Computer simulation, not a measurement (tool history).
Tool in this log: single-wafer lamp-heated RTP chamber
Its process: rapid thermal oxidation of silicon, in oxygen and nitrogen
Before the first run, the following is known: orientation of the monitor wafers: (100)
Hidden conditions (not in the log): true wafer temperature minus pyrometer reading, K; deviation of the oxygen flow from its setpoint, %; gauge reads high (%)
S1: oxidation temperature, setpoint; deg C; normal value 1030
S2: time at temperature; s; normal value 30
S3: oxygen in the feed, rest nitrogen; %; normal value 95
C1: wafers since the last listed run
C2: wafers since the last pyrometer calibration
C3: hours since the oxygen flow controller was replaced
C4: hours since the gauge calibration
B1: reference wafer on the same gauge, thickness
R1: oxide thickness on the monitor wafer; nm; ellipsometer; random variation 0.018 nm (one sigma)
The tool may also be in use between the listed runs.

| run | hour | S1 | S2 | S3 | C1 | C2 | C3 | C4 | B1 | R1 |
|---|---|---|---|---|---|---|---|---|---|---|
| 1 | 0.0 | 1030 | 30 | 95 | 0 | 4452 | 4910.8 | 140.3 | 4.939 | 5.934 |
| 2 | 13.2 | 1030 | 26 | 72 | 120 | 4572 | 4924.0 | 153.5 | 4.941 | 5.111 |
| 3 | 22.2 | 1030 | 26 | 72 | 82 | 4655 | 4933.0 | 162.5 | 4.938 | 5.083 |
| 4 | 37.6 | 1030 | 26 | 72 | 140 | 4795 | 4948.4 | 177.9 | 4.942 | 5.091 |
| 5 | 50.5 | 1030 | 30 | 87 | 117 | 4913 | 4961.3 | 190.8 | 4.936 | 5.777 |
| 6 | 60.4 | 1030 | 30 | 98 | 90 | 5004 | 4971.2 | 200.7 | 4.945 | 6.009 |
|  | 78.3 | pyrometer window cleaned and pyrometer calibrated |
|  | 82.1 | oxygen flow controller replaced |
| 7 | 82.6 | 1030 | 30 | 98 | 94 | 4 | 0.5 | 222.9 | 4.940 | 5.715 |
| 8 | 82.9 | 1030 | 30 | 98 | 2 | 7 | 0.8 | 223.2 | 4.935 | 5.737 |
|  | 87.6 | gauge calibrated |
| 9 | 88.2 | 1045 | 30 | 95 | 48 | 55 | 6.1 | 0.6 | 4.942 | 6.334 |
| 10 | 96.6 | 1037 | 30 | 95 | 76 | 132 | 14.5 | 9.0 | 4.938 | 5.979 |
| 11 | 110.8 | 1030 | 30 | 95 | 129 | 262 | 28.7 | 23.2 | 4.941 | 5.733 |
| 12 | 127.1 | 1030 | 43 | 98 | 149 | 411 | 45.0 | 39.5 | 4.941 | 6.770 |
| 13 | 139.0 | 1030 | 30 | 95 | 108 | 520 | 56.9 | 51.4 | 4.941 | 5.737 |
| 14 | 151.6 | 1017 | 15 | 98 | 115 | 635 | 69.5 | 64.0 | 4.935 | 4.039 |
| 15 | 163.0 | 1047 | 16 | 98 | 104 | 739 | 80.9 | 75.4 | 4.938 | 5.071 |
| 16 | 178.3 | 1030 | 30 | 95 | 139 | 879 | 96.2 | 90.7 | 4.943 | 5.812 |
| 17 | 186.4 | 1018 | 21 | 98 | 74 | 953 | 104.3 | 98.8 | 4.940 | 4.668 |
| 18 | 197.2 | 1030 | 30 | 95 | 98 | 1052 | 115.1 | 109.6 | 4.933 | 5.826 |
| 19 | 205.8 | 1054 | 17 | 98 | 78 | 1131 | 123.7 | 118.2 | 4.935 | 5.477 |
| 20 | 232.3 | 1048 | 30 | 95 | 242 | 1373 | 150.2 | 144.7 | 4.941 | 6.606 |

Here are 5 independent what-if runs from the current tool condition. What would each one return?
| A | 232.7 | 1016 | 30 | 95 | 3 | 1377 | 150.6 | 145.1 | ? | ? |
| B | 232.7 | 1006 | 26 | 72 | 3 | 1377 | 150.6 | 145.1 | ? | ? |
| C | 232.7 | 1007 | 42 | 98 | 3 | 1377 | 150.6 | 145.1 | ? | ? |
| D | 232.7 | 1002 | 30 | 83 | 3 | 1377 | 150.6 | 145.1 | ? | ? |
| E | 232.7 | 1054 | 30 | 98 | 3 | 1377 | 150.6 | 145.1 | ? | ? |

| run | B1 | R1 |
|---|---|---|
| A | 4.941 | 5.298 |
| B | 4.941 | 4.261 |
| C | 4.941 | 5.797 |
| D | 4.941 | 4.597 |
| E | 4.941 | 6.953 |
What these runs would have given with no unlogged condition in the tool:
| run | R1 |
|---|---|
| A | 5.123 |
| B | 4.128 |
| C | 5.600 |
| D | 4.447 |
| E | 6.730 |
